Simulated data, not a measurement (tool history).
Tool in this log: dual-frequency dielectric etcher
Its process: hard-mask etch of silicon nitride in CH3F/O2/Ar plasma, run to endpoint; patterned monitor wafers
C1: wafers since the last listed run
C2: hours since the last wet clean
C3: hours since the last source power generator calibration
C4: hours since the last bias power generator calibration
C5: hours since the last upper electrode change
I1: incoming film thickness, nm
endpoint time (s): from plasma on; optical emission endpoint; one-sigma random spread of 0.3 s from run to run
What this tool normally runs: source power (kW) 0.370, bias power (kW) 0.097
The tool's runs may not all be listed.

Run 1, day 0.000: usual settings; C1 0; C2 254.9; C3 1523.7; C4 1457.8; C5 2303.2; I1 52.6. Result: endpoint time (s) 78.3.
Run 2, day 1.275: usual settings; C1 251; C2 285.5; C3 1554.3; C4 1488.4; C5 2333.8; I1 53.0. Result: endpoint time (s) 79.1.
Run 3, day 2.238: usual settings; C1 189; C2 308.6; C3 1577.4; C4 1511.5; C5 2356.9; I1 52.4. Result: endpoint time (s) 78.5.
Run 4, day 3.217: usual settings; C1 192; C2 332.1; C3 1600.9; C4 1535.0; C5 2380.4; I1 53.1. Result: endpoint time (s) 79.2.
Run 5, day 4.333: usual settings; C1 220; C2 358.9; C3 1627.7; C4 1561.8; C5 2407.2; I1 53.4. Result: endpoint time (s) 79.8.
Run 6, day 5.800: usual settings; C1 289; C2 394.1; C3 1662.9; C4 1597.0; C5 2442.4; I1 53.1. Result: endpoint time (s) 79.7.
Run 7, day 6.633: usual settings; C1 164; C2 414.1; C3 1682.9; C4 1617.0; C5 2462.4; I1 53.4. Result: endpoint time (s) 79.8.
Run 8, day 7.462: usual settings; C1 163; C2 434.0; C3 1702.8; C4 1636.9; C5 2482.3; I1 52.9. Result: endpoint time (s) 79.2.
At day 9.312: wet clean of the chamber.
Run 9, day 9.333: usual settings but source power (kW) 0.320; C1 171; C2 0.5; C3 1747.7; C4 1681.8; C5 2527.2; I1 52.9. Result: endpoint time (s) 81.3.
Run 10, day 9.912: usual settings but bias power (kW) 0.114; C1 114; C2 14.4; C3 1761.6; C4 1695.7; C5 2541.1; I1 52.8. Result: endpoint time (s) 72.8.
Run 11, day 11.112: usual settings but bias power (kW) 0.114; C1 236; C2 43.2; C3 1790.4; C4 1724.5; C5 2569.9; I1 53.3. Result: endpoint time (s) 73.8.
At day 12.121: upper electrode replaced.
Run 12, day 12.142: usual settings but bias power (kW) 0.087; C1 5; C2 67.9; C3 1815.1; C4 1749.2; C5 0.5; I1 52.4. Result: endpoint time (s) 80.2.
Run 13, day 13.492: usual settings but bias power (kW) 0.087; C1 266; C2 100.3; C3 1847.5; C4 1781.6; C5 32.9; I1 53.3. Result: endpoint time (s) 81.7.
Run 14, day 14.838: usual settings but source power (kW) 0.300; C1 265; C2 132.6; C3 1879.8; C4 1813.9; C5 65.2; I1 52.8. Result: endpoint time (s) 82.8.
Run 15, day 15.558: usual settings but source power (kW) 0.300; C1 142; C2 149.9; C3 1897.1; C4 1831.2; C5 82.5; I1 52.5. Result: endpoint time (s) 82.3.
Run 16, day 16.467: usual settings; C1 178; C2 171.7; C3 1918.9; C4 1853.0; C5 104.3; I1 53.0. Result: endpoint time (s) 78.4.
Run 17, day 17.492: usual settings; C1 201; C2 196.3; C3 1943.5; C4 1877.6; C5 128.9; I1 52.1. Result: endpoint time (s) 77.1.
Run 18, day 18.958: usual settings but bias power (kW) 0.120; C1 289; C2 231.5; C3 1978.7; C4 1912.8; C5 164.1; I1 52.6. Result: endpoint time (s) 71.6.
Run 19, day 19.671: usual settings but source power (kW) 0.450, bias power (kW) 0.089; C1 140; C2 248.6; C3 1995.8; C4 1929.9; C5 181.2; I1 53.1. Result: endpoint time (s) 76.4.
Run 20, day 21.171: usual settings; C1 295; C2 284.6; C3 2031.8; C4 1965.9; C5 217.2; I1 52.6. Result: endpoint time (s) 77.9.
Run 21, day 22.204: usual settings but source power (kW) 0.420, bias power (kW) 0.082; C1 203; C2 309.4; C3 2056.6; C4 1990.7; C5 242.0; I1 52.9. Result: endpoint time (s) 80.1.
Run 22, day 23.225: usual settings but source power (kW) 0.290, bias power (kW) 0.088; C1 201; C2 333.9; C3 2081.1; C4 2015.2; C5 266.5; I1 53.0. Result: endpoint time (s) 87.3.
Run 23, day 24.221: usual settings; C1 196; C2 357.8; C3 2105.0; C4 2039.1; C5 290.4; I1 53.0. Result: endpoint time (s) 79.2.
At day 24.958: source power generator calibrated.
Run 24, day 25.562: usual settings but source power (kW) 0.440, bias power (kW) 0.106; C1 231; C2 390.0; C3 14.5; C4 2071.3; C5 322.6; I1 53.1. Result: endpoint time (s) 73.1.
Run 25, day 26.996: usual settings but source power (kW) 0.340, bias power (kW) 0.085; C1 282; C2 424.4; C3 48.9; C4 2105.7; C5 357.0; I1 53.2. Result: endpoint time (s) 85.8.
Run 26, day 29.458: usual settings but bias power (kW) 0.087; C1 485; C2 483.5; C3 108.0; C4 2164.8; C5 416.1; I1 52.5. Result: endpoint time (s) 81.8.
At day 29.950: bias power generator calibrated.
At day 30.508: wet clean of the chamber.
Run 27, day 30.633: usual settings but source power (kW) 0.330, bias power (kW) 0.082; C1 88; C2 3.0; C3 136.2; C4 16.4; C5 444.3; I1 53.1. Result: endpoint time (s) 85.9.
Run 28, day 31.346: usual settings; C1 140; C2 20.1; C3 153.3; C4 33.5; C5 461.4; I1 52.6. Result: endpoint time (s) 76.7.
Run 29, day 32.262: usual settings but source power (kW) 0.340, bias power (kW) 0.105; C1 180; C2 42.1; C3 175.3; C4 55.5; C5 483.4; I1 52.5. Result: endpoint time (s) 76.8.
Run 30, day 33.092: usual settings but source power (kW) 0.300, bias power (kW) 0.079; C1 163; C2 62.0; C3 195.2; C4 75.4; C5 503.3; I1 52.4. Result: endpoint time (s) 88.5.
Run 31, day 33.962: usual settings but source power (kW) 0.340, bias power (kW) 0.111; C1 171; C2 82.9; C3 216.1; C4 96.3; C5 524.2; I1 53.2. Result: endpoint time (s) 76.3.
Run 32, day 34.538: usual settings but source power (kW) 0.440, bias power (kW) 0.091; C1 113; C2 96.7; C3 229.9; C4 110.1; C5 538.0; I1 52.8. Result: endpoint time (s) 75.6.
Run 33, day 35.488: usual settings but source power (kW) 0.340, bias power (kW) 0.089; C1 187; C2 119.5; C3 252.7; C4 132.9; C5 560.8; I1 53.1. Result: endpoint time (s) 83.3.
Run 34, day 37.479: usual settings but source power (kW) 0.300, bias power (kW) 0.089; C1 392; C2 167.3; C3 300.5; C4 180.7; C5 608.6; I1 52.8. Result: endpoint time (s) 86.4.
Run 35, day 38.812: usual settings but source power (kW) 0.410, bias power (kW) 0.086; C1 262; C2 199.3; C3 332.5; C4 212.7; C5 640.6; I1 53.4. Result: endpoint time (s) 79.7.
Run 36, day 39.688: usual settings but bias power (kW) 0.085; C1 172; C2 220.3; C3 353.5; C4 233.7; C5 661.6; I1 53.5. Result: endpoint time (s) 83.5.

Forecast each of these 3 alternatives for the next run:
Run A, day 39.704: usual settings; C1 3; C2 220.7; C3 353.9; C4 234.1; C5 662.0; I1 53.4. Result: endpoint time (s) ?.
Run B, day 39.704: usual settings but source power (kW) 0.290, bias power (kW) 0.079; C1 3; C2 220.7; C3 353.9; C4 234.1; C5 662.0; I1 53.4. Result: endpoint time (s) ?.
Run C, day 39.704: usual settings but bias power (kW) 0.084; C1 3; C2 220.7; C3 353.9; C4 234.1; C5 662.0; I1 53.4. Result: endpoint time (s) ?.

run  endpoint time (s)
  A               78.9
  B               91.6
  C               83.3
Without the tool's unlogged condition, the same runs would have read:
run  endpoint time (s)
  A               77.7
  B               90.3
  C               82.0
